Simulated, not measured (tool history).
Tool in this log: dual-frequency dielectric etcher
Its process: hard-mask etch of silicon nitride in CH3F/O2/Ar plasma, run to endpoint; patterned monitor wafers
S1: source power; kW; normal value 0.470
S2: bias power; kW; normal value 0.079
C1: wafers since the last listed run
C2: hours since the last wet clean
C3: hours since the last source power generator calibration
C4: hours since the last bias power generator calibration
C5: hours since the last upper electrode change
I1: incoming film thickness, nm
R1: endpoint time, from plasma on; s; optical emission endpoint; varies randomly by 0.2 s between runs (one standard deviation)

{"run": 1, "hour": 0.0, "S1": 0.47, "S2": 0.079, "C1": 0, "C2": 354.1, "C3": 3461.7, "C4": 2672.8, "C5": 3754.6, "I1": 26.97, "R1": 33.3}
{"run": 2, "hour": 13.2, "S1": 0.47, "S2": 0.079, "C1": 181, "C2": 367.3, "C3": 3474.9, "C4": 2686.0, "C5": 3767.8, "I1": 26.75, "R1": 33.1}
{"run": 3, "hour": 22.3, "S1": 0.47, "S2": 0.079, "C1": 125, "C2": 376.4, "C3": 3484.0, "C4": 2695.1, "C5": 3776.9, "I1": 26.58, "R1": 33.1}
{"run": 4, "hour": 29.1, "S1": 0.47, "S2": 0.079, "C1": 93, "C2": 383.2, "C3": 3490.8, "C4": 2701.9, "C5": 3783.7, "I1": 27.19, "R1": 33.7}
{"run": 5, "hour": 35.2, "S1": 0.47, "S2": 0.079, "C1": 83, "C2": 389.3, "C3": 3496.9, "C4": 2708.0, "C5": 3789.8, "I1": 26.48, "R1": 32.8}
{"run": 6, "hour": 50.2, "S1": 0.38, "S2": 0.085, "C1": 206, "C2": 404.3, "C3": 3511.9, "C4": 2723.0, "C5": 3804.8, "I1": 26.76, "R1": 34.8}
{"run": 7, "hour": 56.7, "S1": 0.38, "S2": 0.085, "C1": 89, "C2": 410.8, "C3": 3518.4, "C4": 2729.5, "C5": 3811.3, "I1": 27.16, "R1": 35.7}
{"run": 8, "hour": 68.2, "S1": 0.38, "S2": 0.085, "C1": 158, "C2": 422.3, "C3": 3529.9, "C4": 2741.0, "C5": 3822.8, "I1": 26.71, "R1": 35.0}
{"run": 9, "hour": 79.4, "S1": 0.55, "S2": 0.075, "C1": 154, "C2": 433.5, "C3": 3541.1, "C4": 2752.2, "C5": 3834.0, "I1": 27.13, "R1": 31.8}
{"hour": 115.4, "done": "wet clean of the chamber"}
{"run": 10, "hour": 115.9, "S1": 0.55, "S2": 0.075, "C1": 172, "C2": 0.5, "C3": 3577.6, "C4": 2788.7, "C5": 3870.5, "I1": 26.69, "R1": 33.4}
{"run": 11, "hour": 116.2, "S1": 0.47, "S2": 0.089, "C1": 4, "C2": 0.8, "C3": 3577.9, "C4": 2789.0, "C5": 3870.8, "I1": 26.75, "R1": 33.5}
{"run": 12, "hour": 116.5, "S1": 0.51, "S2": 0.062, "C1": 4, "C2": 1.1, "C3": 3578.2, "C4": 2789.3, "C5": 3871.1, "I1": 26.88, "R1": 35.8}
{"run": 13, "hour": 127.2, "S1": 0.5, "S2": 0.096, "C1": 147, "C2": 11.8, "C3": 3588.9, "C4": 2800.0, "C5": 3881.8, "I1": 26.64, "R1": 32.1}
{"hour": 133.2, "done": "bias power generator calibrated"}
{"hour": 151.8, "done": "upper electrode replaced"}
{"hour": 156.0, "done": "source power generator calibrated"}
{"run": 14, "hour": 156.5, "S1": 0.54, "S2": 0.07, "C1": 37, "C2": 41.1, "C3": 0.5, "C4": 23.3, "C5": 4.7, "I1": 26.92, "R1": 34.3}
{"run": 15, "hour": 156.9, "S1": 0.44, "S2": 0.069, "C1": 5, "C2": 41.5, "C3": 0.9, "C4": 23.7, "C5": 5.1, "I1": 26.86, "R1": 36.7}
{"run": 16, "hour": 167.5, "S1": 0.47, "S2": 0.079, "C1": 145, "C2": 52.1, "C3": 11.5, "C4": 34.3, "C5": 15.7, "I1": 26.59, "R1": 34.0}
{"run": 17, "hour": 178.9, "S1": 0.47, "S2": 0.079, "C1": 156, "C2": 63.5, "C3": 22.9, "C4": 45.7, "C5": 27.1, "I1": 26.64, "R1": 34.2}
{"run": 18, "hour": 188.9, "S1": 0.37, "S2": 0.097, "C1": 137, "C2": 73.5, "C3": 32.9, "C4": 55.7, "C5": 37.1, "I1": 27.05, "R1": 36.0}
{"run": 19, "hour": 198.4, "S1": 0.37, "S2": 0.085, "C1": 130, "C2": 83.0, "C3": 42.4, "C4": 65.2, "C5": 46.6, "I1": 26.89, "R1": 36.8}
{"run": 20, "hour": 212.1, "S1": 0.4, "S2": 0.063, "C1": 188, "C2": 96.7, "C3": 56.1, "C4": 78.9, "C5": 60.3, "I1": 26.74, "R1": 38.2}
{"run": 21, "hour": 222.2, "S1": 0.57, "S2": 0.06, "C1": 138, "C2": 106.8, "C3": 66.2, "C4": 89.0, "C5": 70.4, "I1": 26.53, "R1": 33.9}
{"run": 22, "hour": 231.8, "S1": 0.47, "S2": 0.079, "C1": 132, "C2": 116.4, "C3": 75.8, "C4": 98.6, "C5": 80.0, "I1": 26.94, "R1": 34.3}

Forecast each of these 4 alternatives for the next run:
{"run": "A", "hour": 232.2, "S1": 0.47, "S2": 0.079, "C1": 5, "C2": 116.8, "C3": 76.2, "C4": 99.0, "C5": 80.4, "I1": 26.85, "R1": "?"}
{"run": "B", "hour": 232.2, "S1": 0.4, "S2": 0.068, "C1": 5, "C2": 116.8, "C3": 76.2, "C4": 99.0, "C5": 80.4, "I1": 26.85, "R1": "?"}
{"run": "C", "hour": 232.2, "S1": 0.57, "S2": 0.079, "C1": 5, "C2": 116.8, "C3": 76.2, "C4": 99.0, "C5": 80.4, "I1": 26.85, "R1": "?"}
{"run": "D", "hour": 232.2, "S1": 0.36, "S2": 0.065, "C1": 5, "C2": 116.8, "C3": 76.2, "C4": 99.0, "C5": 80.4, "I1": 26.85, "R1": "?"}

run=A R1=33.9
run=B R1=37.4
run=C R1=31.6
run=D R1=39.4
What these runs would have given with no unlogged condition in the tool:
run=A R1=34.5
run=B R1=38.1
run=C R1=32.1
run=D R1=40.0

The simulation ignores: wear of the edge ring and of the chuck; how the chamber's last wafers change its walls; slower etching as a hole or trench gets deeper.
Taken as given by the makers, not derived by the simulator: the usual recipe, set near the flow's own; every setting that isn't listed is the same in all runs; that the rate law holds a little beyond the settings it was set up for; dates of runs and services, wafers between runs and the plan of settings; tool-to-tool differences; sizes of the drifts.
